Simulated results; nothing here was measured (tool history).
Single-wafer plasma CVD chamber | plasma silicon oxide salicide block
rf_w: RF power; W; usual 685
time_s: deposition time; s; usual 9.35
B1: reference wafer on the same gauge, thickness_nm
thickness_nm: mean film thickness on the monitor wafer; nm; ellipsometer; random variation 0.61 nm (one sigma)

Run 1, hour 0: usual settings; B1 106.898. Result: thickness_nm 103.619 nm.
Run 2, hour 23.7: usual settings; B1 107.172. Result: thickness_nm 104.556 nm.
Run 3, hour 71.1: usual settings; B1 107.062. Result: thickness_nm 104.164 nm.
Run 4, hour 94.8: usual settings; B1 107.037. Result: thickness_nm 103.109 nm.
Run 5, hour 111.7: usual settings but time_s 9.97 s; B1 106.992. Result: thickness_nm 110.537 nm.
Run 6, hour 216.4: usual settings but time_s 9.97 s; B1 106.889. Result: thickness_nm 109.541 nm.
Run 7, hour 236.9: usual settings but time_s 9.97 s; B1 107.176. Result: thickness_nm 110.523 nm.
Run 8, hour 283.7: usual settings; B1 107.039. Result: thickness_nm 103.218 nm.
Run 9, hour 308.2: usual settings; B1 107.014. Result: thickness_nm 103.438 nm.
Run 10, hour 320.3: usual settings; B1 107.056. Result: thickness_nm 103.981 nm.
Run 11, hour 332.7: usual settings; B1 106.925. Result: thickness_nm 104.854 nm.
Run 12, hour 350.9: usual settings but time_s 10.62 s; B1 106.996. Result: thickness_nm 117.131 nm.
Run 13, hour 368.2: usual settings; B1 106.973. Result: thickness_nm 103.789 nm.
Run 14, hour 390.9: usual settings but rf_w 630 W, time_s 11.01 s; B1 106.818. Result: thickness_nm 121.043 nm.
Run 15, hour 417.8: usual settings but rf_w 615 W; B1 107.071. Result: thickness_nm 100.929 nm.
Run 16, hour 441.3: usual settings; B1 106.86. Result: thickness_nm 104.19 nm.
Run 17, hour 472.5: usual settings; B1 107.056. Result: thickness_nm 102.555 nm.
Run 18, hour 493.4: usual settings but rf_w 625 W, time_s 8.17 s; B1 107.125. Result: thickness_nm 89.351 nm.
Run 19, hour 510: usual settings but rf_w 555 W; B1 106.995. Result: thickness_nm 98.515 nm.
Run 20, hour 541.3: usual settings but time_s 9.97 s; B1 106.946. Result: thickness_nm 110.037 nm.
Run 21, hour 574.3: usual settings but time_s 7.59 s; B1 107.007. Result: thickness_nm 84.424 nm.
Run 22, hour 600.7: usual settings but rf_w 565 W, time_s 10.18 s; B1 106.824. Result: thickness_nm 108.012 nm.
Run 23, hour 633.6: usual settings but rf_w 795 W, time_s 11.11 s; B1 106.934. Result: thickness_nm 126.064 nm.
Run 24, hour 660.3: usual settings but rf_w 575 W, time_s 7.57 s; B1 107.099. Result: thickness_nm 80.402 nm.
Run 25, hour 687: usual settings but time_s 9.97 s; B1 107.02. Result: thickness_nm 109.865 nm.

Taken out of this log: 3 entries between the listed runs. Where each belongs, and how the hidden state differs across it:
Between runs 5 and 6: RF generator calibrated (hour 215.9)
  no hidden state differs between the two runs
Between runs 12 and 13: gauge calibrated (hour 352.8)
  no hidden state differs between the two runs
Between runs 17 and 18: showerhead replaced (hour 483.3)
  no hidden state differs between the two runs

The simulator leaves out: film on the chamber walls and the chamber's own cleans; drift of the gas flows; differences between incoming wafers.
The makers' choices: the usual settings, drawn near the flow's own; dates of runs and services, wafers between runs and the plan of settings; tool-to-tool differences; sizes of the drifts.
